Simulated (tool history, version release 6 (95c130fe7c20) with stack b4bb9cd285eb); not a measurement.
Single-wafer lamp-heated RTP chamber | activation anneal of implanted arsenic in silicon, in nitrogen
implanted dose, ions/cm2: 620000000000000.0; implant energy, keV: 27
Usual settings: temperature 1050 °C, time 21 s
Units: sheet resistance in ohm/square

run,hour,temperature,time,wafers since the last listed run,wafers since the last pyrometer calibration,wafers since the reflector plate was cleaned,hours since the gauge calibration,"read-back reference wafer on the same gauge, sheet resistance",sheet resistance
1,0,1050,21,0,506,1417,97.9,188,163.57
2,33.7,1050,21,555,1061,1972,131.6,188.04,163.82
3,54.4,1050,21,341,1402,2313,152.3,188,162.69
# hour 85.2: reflector plate cleaned
4,85.7,1050,21,383,1786,8,183.6,187.93,163.3
5,92.6,1050,21,113,1900,121,190.5,188.09,162.88
6,120.2,1050,21,454,2354,576,218.1,187.87,162.7
7,144,1050,21,392,2747,968,241.9,187.96,163
# hour 160.2: pyrometer window cleaned and pyrometer calibrated
8,172.8,1050,21,342,207,1311,270.7,187.98,162.25
9,186.5,1050,21,225,433,1537,284.4,188.11,161.98
10,206.3,1027,21,326,759,1863,304.2,187.94,164.23
11,219.5,1027,21,217,976,2081,317.4,188.09,164.26
12,253.5,1027,21,560,1537,2641,351.4,188,164.62
# hour 275.7: reflector plate cleaned
13,287.6,1032,26,430,1967,195,385.5,187.95,162.25
# hour 301.8: pyrometer window cleaned and pyrometer calibrated, repeated, since the last time left the tool worse
14,314,1032,26,303,201,498,411.9,188.14,164.79
15,343.8,1050,24,491,692,989,441.7,187.97,162.7
16,362.6,1050,24,309,1002,1299,460.5,188.11,162.55
17,376.7,1050,24,232,1234,1532,474.6,188.13,162.88
18,404.4,1058,29,456,1691,1988,502.3,188.07,160.49
19,440.3,1072,15,591,2282,2579,538.2,188.03,161.95
# hour 449: reflector plate cleaned
20,467.4,1068,21,314,2597,303,565.3,187.99,160.31
21,487.5,1050,21,331,2928,634,585.4,187.89,162.25
22,503.2,1037,18,258,3187,893,601.1,188.11,165.16
# hour 514.4: pyrometer window cleaned and pyrometer calibrated
23,518,1035,21,112,58,1005,615.9,188.03,165.45
24,535.6,1050,26,290,348,1295,633.5,187.81,162.57
25,549.5,1050,31,229,577,1524,647.4,188.03,160.89
26,569.9,1066,30,336,914,1860,667.8,187.97,159.46
27,601.1,1050,21,514,1428,2374,699,187.98,163.56
28,632.5,1079,21,517,1945,2892,730.4,188.01,159.67
# hour 655: gauge calibrated
# hour 657.6: reflector plate cleaned
29,658.1,1050,21,290,2235,8,3.1,188.03,162.74
# hour 674.5: pyrometer window cleaned and pyrometer calibrated
30,676.2,1050,11,166,28,174,21.2,187.99,166.28
31,709.5,1050,21,548,577,723,54.5,187.98,163.64
32,732.6,1050,9,380,958,1103,77.6,188.08,168.08
33,755.4,1036,16,375,1333,1479,100.4,187.89,166.25
34,768.1,1058,29,209,1543,1688,113.1,188.03,160.07
35,802.9,1050,21,573,2116,2262,147.9,187.94,163.42
# hour 833.5: reflector plate cleaned
36,835.7,1033,31,408,2525,36,180.7,188.02,162.78
# hour 851.3: pyrometer window cleaned and pyrometer calibrated
37,853.3,1073,27,158,33,194,198.3,188.05,158.83

Some steps in sheet resistance between neighbouring runs. How much of each would the tool show without its hidden state too (settings, what came in, random variation), and how much is left for the hidden state, with any gauge scatter that isn't in both results?
The hidden state here: true wafer temperature minus pyrometer reading, K; wafer temperature error from the tarnished reflector plate, K; gauge reads high (%).
Run 7 -> 8: pyrometer window cleaned and pyrometer calibrated. sheet resistance -0.75 ohm/square: hidden state -0.78, all else +0.03.
Run 13 -> 14: pyrometer window cleaned and pyrometer calibrated, repeated, since the last time left the tool worse. sheet resistance +2.54 ohm/square: hidden state +1.76, all else +0.78.
Run 22 -> 23: temperature 1037 -> 1035, time 18 -> 21, pyrometer window cleaned and pyrometer calibrated. sheet resistance +0.29 ohm/square: hidden state +0.98, all else -0.69.
Run 26 -> 27: temperature 1066 -> 1050, time 30 -> 21. sheet resistance +4.1 ohm/square: hidden state -0.1, all else +4.2.
Run 31 -> 32: time 21 -> 9. sheet resistance +4.44 ohm/square: hidden state -0.03, all else +4.47.
Run 33 -> 34: temperature 1036 -> 1058, time 16 -> 29. sheet resistance -6.18 ohm/square: hidden state -0.12, all else -6.06.

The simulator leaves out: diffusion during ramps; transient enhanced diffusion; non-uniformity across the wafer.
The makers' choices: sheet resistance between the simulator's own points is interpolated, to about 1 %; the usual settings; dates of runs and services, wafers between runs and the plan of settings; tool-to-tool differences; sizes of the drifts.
